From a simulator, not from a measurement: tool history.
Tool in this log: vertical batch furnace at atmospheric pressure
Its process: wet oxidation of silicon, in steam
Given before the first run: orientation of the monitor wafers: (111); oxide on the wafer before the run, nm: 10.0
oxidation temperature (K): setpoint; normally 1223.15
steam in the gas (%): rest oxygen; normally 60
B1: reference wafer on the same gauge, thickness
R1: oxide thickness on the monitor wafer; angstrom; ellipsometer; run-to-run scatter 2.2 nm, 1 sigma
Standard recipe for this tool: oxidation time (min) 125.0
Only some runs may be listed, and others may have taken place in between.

run 1 day=0.000 | oxidation_temperature_(K)=1208.15 oxidation_time_(min)=125.0 steam_in_the_gas_(%)=60 | B1=538.05 | R1=4063.7
run 2 day=3.517 | oxidation_temperature_(K)=1208.15 oxidation_time_(min)=125.0 steam_in_the_gas_(%)=60 | B1=538.86 | R1=4051.4
run 3 day=7.004 | oxidation_temperature_(K)=1208.15 oxidation_time_(min)=125.0 steam_in_the_gas_(%)=60 | B1=539.57 | R1=4066.7
run 4 day=9.733 | oxidation_temperature_(K)=1223.15 oxidation_time_(min)=125.0 steam_in_the_gas_(%)=52 | B1=539.84 | R1=4144.5
run 5 day=11.433 | oxidation_temperature_(K)=1223.15 oxidation_time_(min)=125.0 steam_in_the_gas_(%)=60 | B1=540.63 | R1=4575.7
run 6 day=14.121 | oxidation_temperature_(K)=1223.15 oxidation_time_(min)=125.0 steam_in_the_gas_(%)=60 | B1=541.55 | R1=4520.8
run 7 day=18.562 | oxidation_temperature_(K)=1223.15 oxidation_time_(min)=125.0 steam_in_the_gas_(%)=60 | B1=542.78 | R1=4592.9
run 8 day=21.950 | oxidation_temperature_(K)=1223.15 oxidation_time_(min)=125.0 steam_in_the_gas_(%)=60 | B1=543.62 | R1=4623.6
run 9 day=23.742 | oxidation_temperature_(K)=1223.15 oxidation_time_(min)=125.0 steam_in_the_gas_(%)=60 | B1=544.87 | R1=4569.2
run 10 day=27.496 | oxidation_temperature_(K)=1223.15 oxidation_time_(min)=125.0 steam_in_the_gas_(%)=60 | B1=546.45 | R1=4611.3
run 11 day=29.829 | oxidation_temperature_(K)=1223.15 oxidation_time_(min)=90.0 steam_in_the_gas_(%)=60 | B1=547.94 | R1=3694.3
run 12 day=32.325 | oxidation_temperature_(K)=1223.15 oxidation_time_(min)=90.0 steam_in_the_gas_(%)=60 | B1=548.66 | R1=3694.1
run 13 day=34.371 | oxidation_temperature_(K)=1223.15 oxidation_time_(min)=76.5 steam_in_the_gas_(%)=66 | B1=550.37 | R1=3550.5
-- day=37.367 thermocouples replaced and temperature profile calibrated
run 14 day=37.833 | oxidation_temperature_(K)=1223.15 oxidation_time_(min)=95.5 steam_in_the_gas_(%)=60 | B1=552.30 | R1=3872.5
run 15 day=40.742 | oxidation_temperature_(K)=1212.15 oxidation_time_(min)=125.0 steam_in_the_gas_(%)=60 | B1=554.72 | R1=4336.6
run 16 day=42.879 | oxidation_temperature_(K)=1247.15 oxidation_time_(min)=177.0 steam_in_the_gas_(%)=69 | B1=556.00 | R1=7417.3
run 17 day=44.783 | oxidation_temperature_(K)=1246.15 oxidation_time_(min)=146.0 steam_in_the_gas_(%)=67 | B1=556.96 | R1=6424.1
-- day=48.212 steam generator serviced
run 18 day=48.233 | oxidation_temperature_(K)=1246.15 oxidation_time_(min)=125.0 steam_in_the_gas_(%)=66 | B1=559.54 | R1=5770.0
-- day=50.467 gauge calibrated
run 19 day=51.858 | oxidation_temperature_(K)=1215.15 oxidation_time_(min)=125.0 steam_in_the_gas_(%)=64 | B1=537.29 | R1=4416.0
run 20 day=55.233 | oxidation_temperature_(K)=1214.15 oxidation_time_(min)=95.5 steam_in_the_gas_(%)=66 | B1=537.41 | R1=3783.3
run 21 day=57.262 | oxidation_temperature_(K)=1223.15 oxidation_time_(min)=125.0 steam_in_the_gas_(%)=60 | B1=537.13 | R1=4524.9
run 22 day=61.592 | oxidation_temperature_(K)=1223.15 oxidation_time_(min)=125.0 steam_in_the_gas_(%)=60 | B1=538.11 | R1=4529.0
run 23 day=64.950 | oxidation_temperature_(K)=1216.15 oxidation_time_(min)=125.0 steam_in_the_gas_(%)=55 | B1=538.71 | R1=4048.7
run 24 day=67.471 | oxidation_temperature_(K)=1231.15 oxidation_time_(min)=125.0 steam_in_the_gas_(%)=51 | B1=539.24 | R1=4317.6

Predict each of these 4 candidate next runs independently; none follows another, all start after run 24:
run A day=67.708 | oxidation_temperature_(K)=1223.15 oxidation_time_(min)=125.0 steam_in_the_gas_(%)=53 | B1=? | R1=?
run B day=67.708 | oxidation_temperature_(K)=1199.15 oxidation_time_(min)=162.0 steam_in_the_gas_(%)=68 | B1=? | R1=?
run C day=67.708 | oxidation_temperature_(K)=1216.15 oxidation_time_(min)=70.5 steam_in_the_gas_(%)=53 | B1=? | R1=?
run D day=67.708 | oxidation_temperature_(K)=1200.15 oxidation_time_(min)=108.5 steam_in_the_gas_(%)=60 | B1=? | R1=?

run=A B1=539.02 R1=4182.7
run=B B1=539.02 R1=4977.9
run=C B1=539.02 R1=2653.2
run=D B1=539.02 R1=3478.4
With the hidden condition removed and each run's random variation left untouched, the same runs would have given:
run=A R1=4156.4
run=B R1=4946.6
run=C R1=2636.5
run=D R1=3456.5
